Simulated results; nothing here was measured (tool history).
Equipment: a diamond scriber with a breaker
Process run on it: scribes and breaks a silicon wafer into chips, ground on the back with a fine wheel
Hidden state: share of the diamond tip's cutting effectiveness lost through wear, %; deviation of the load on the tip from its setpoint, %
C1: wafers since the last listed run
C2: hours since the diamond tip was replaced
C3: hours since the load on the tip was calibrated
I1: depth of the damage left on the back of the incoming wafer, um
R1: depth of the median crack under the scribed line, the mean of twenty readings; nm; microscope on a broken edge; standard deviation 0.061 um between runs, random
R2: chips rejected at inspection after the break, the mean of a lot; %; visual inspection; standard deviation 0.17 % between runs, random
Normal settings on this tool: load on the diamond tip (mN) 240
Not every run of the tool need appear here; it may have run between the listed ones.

{"run": 1, "hour": 0.0, "load on the diamond tip (mN)": 257, "C1": 0, "C2": 56.7, "C3": 1008.8, "I1": 2.51, "R1": 10470, "R2": 2.7}
{"run": 2, "hour": 18.5, "load on the diamond tip (mN)": 257, "C1": 44, "C2": 75.2, "C3": 1027.3, "I1": 2.28, "R1": 10480, "R2": 2.4}
{"run": 3, "hour": 39.0, "load on the diamond tip (mN)": 190, "C1": 49, "C2": 95.7, "C3": 1047.8, "I1": 2.41, "R1": 9320, "R2": 3.43}
{"run": 4, "hour": 68.3, "load on the diamond tip (mN)": 222, "C1": 71, "C2": 125, "C3": 1077.1, "I1": 2.95, "R1": 9830, "R2": 3.77}
{"run": 5, "hour": 126.7, "load on the diamond tip (mN)": 289, "C1": 141, "C2": 183.4, "C3": 1135.5, "I1": 2.46, "R1": 10940, "R2": 3.42}
{"run": 6, "hour": 153.5, "load on the diamond tip (mN)": 289, "C1": 64, "C2": 210.2, "C3": 1162.3, "I1": 1.72, "R1": 10840, "R2": 2.89}
{"run": 7, "hour": 178.5, "load on the diamond tip (mN)": 207, "C1": 60, "C2": 235.2, "C3": 1187.3, "I1": 1.78, "R1": 9540, "R2": 2.2}
{"run": 8, "hour": 211.9, "load on the diamond tip (mN)": 207, "C1": 80, "C2": 268.6, "C3": 1220.7, "I1": 1.85, "R1": 9600, "R2": 2.17}
{"run": 9, "hour": 241.3, "load on the diamond tip (mN)": 207, "C1": 71, "C2": 298, "C3": 1250.1, "I1": 2.01, "R1": 9440, "R2": 2.6}
{"run": 10, "hour": 331.9, "load on the diamond tip (mN)": 273, "C1": 219, "C2": 388.6, "C3": 1340.7, "I1": 2.78, "R1": 10680, "R2": 3.51}
{"run": 11, "hour": 351.6, "load on the diamond tip (mN)": 273, "C1": 47, "C2": 408.3, "C3": 1360.4, "I1": 2.63, "R1": 10800, "R2": 2.94}
{"hour": 362.8, "done": "load on the tip recalibrated"}
{"run": 12, "hour": 364.6, "load on the diamond tip (mN)": 273, "C1": 26, "C2": 421.3, "C3": 1.8, "I1": 1.63, "R1": 10300, "R2": 1.81}
{"hour": 367.3, "done": "diamond tip replaced by a new one"}
{"run": 13, "hour": 378.7, "load on the diamond tip (mN)": 186, "C1": 29, "C2": 11.4, "C3": 15.9, "I1": 2.28, "R1": 9110, "R2": 3.38}
{"run": 14, "hour": 402.7, "load on the diamond tip (mN)": 208, "C1": 58, "C2": 35.4, "C3": 39.9, "I1": 2.19, "R1": 9500, "R2": 3.28}
{"run": 15, "hour": 434.3, "load on the diamond tip (mN)": 240, "C1": 76, "C2": 67, "C3": 71.5, "I1": 2.82, "R1": 9990, "R2": 3.53}
{"run": 16, "hour": 447.5, "load on the diamond tip (mN)": 220, "C1": 32, "C2": 80.2, "C3": 84.7, "I1": 2.18, "R1": 9560, "R2": 2.78}
{"run": 17, "hour": 462.5, "load on the diamond tip (mN)": 194, "C1": 36, "C2": 95.2, "C3": 99.7, "I1": 2.81, "R1": 9080, "R2": 5.47}
{"run": 18, "hour": 507.4, "load on the diamond tip (mN)": 170, "C1": 108, "C2": 140.1, "C3": 144.6, "I1": 2.69, "R1": 8750, "R2": 6.49}
{"run": 19, "hour": 536.7, "load on the diamond tip (mN)": 176, "C1": 71, "C2": 169.4, "C3": 173.9, "I1": 2.08, "R1": 8740, "R2": 5.65}
{"run": 20, "hour": 633.2, "load on the diamond tip (mN)": 293, "C1": 234, "C2": 265.9, "C3": 270.4, "I1": 2.73, "R1": 10590, "R2": 3.38}
{"run": 21, "hour": 664.3, "load on the diamond tip (mN)": 240, "C1": 75, "C2": 297, "C3": 301.5, "I1": 1.75, "R1": 9820, "R2": 1.88}
{"run": 22, "hour": 686.1, "load on the diamond tip (mN)": 240, "C1": 52, "C2": 318.8, "C3": 323.3, "I1": 2.19, "R1": 9720, "R2": 2.58}
{"run": 23, "hour": 716.5, "load on the diamond tip (mN)": 185, "C1": 73, "C2": 349.2, "C3": 353.7, "I1": 2.02, "R1": 8780, "R2": 4.52}
{"run": 24, "hour": 733.1, "load on the diamond tip (mN)": 171, "C1": 40, "C2": 365.8, "C3": 370.3, "I1": 2.86, "R1": 8740, "R2": 7.29}
{"run": 25, "hour": 756.5, "load on the diamond tip (mN)": 188, "C1": 56, "C2": 389.2, "C3": 393.7, "I1": 2.38, "R1": 8860, "R2": 4.94}

Selected run-to-run steps in R1, each split into two signed amounts: the part the tool would show with no hidden state at all (from settings, incoming material and random variation), and the remainder, which goes to the hidden state together with any gauge scatter not common to the measured and the hidden-state-free results:
Run 6 -> 7: load on the diamond tip (mN) 289 -> 207. R1 -1300 nm: hidden state -10, all else -1290.
Run 11 -> 12: load on the tip recalibrated. R1 -500 nm: hidden state -430, all else -70.
Run 12 -> 13: load on the diamond tip (mN) 273 -> 186, diamond tip replaced by a new one. R1 -1190 nm: hidden state +270, all else -1460.
Run 19 -> 20: load on the diamond tip (mN) 176 -> 293. R1 +1850 nm: hidden state -100, all else +1950.
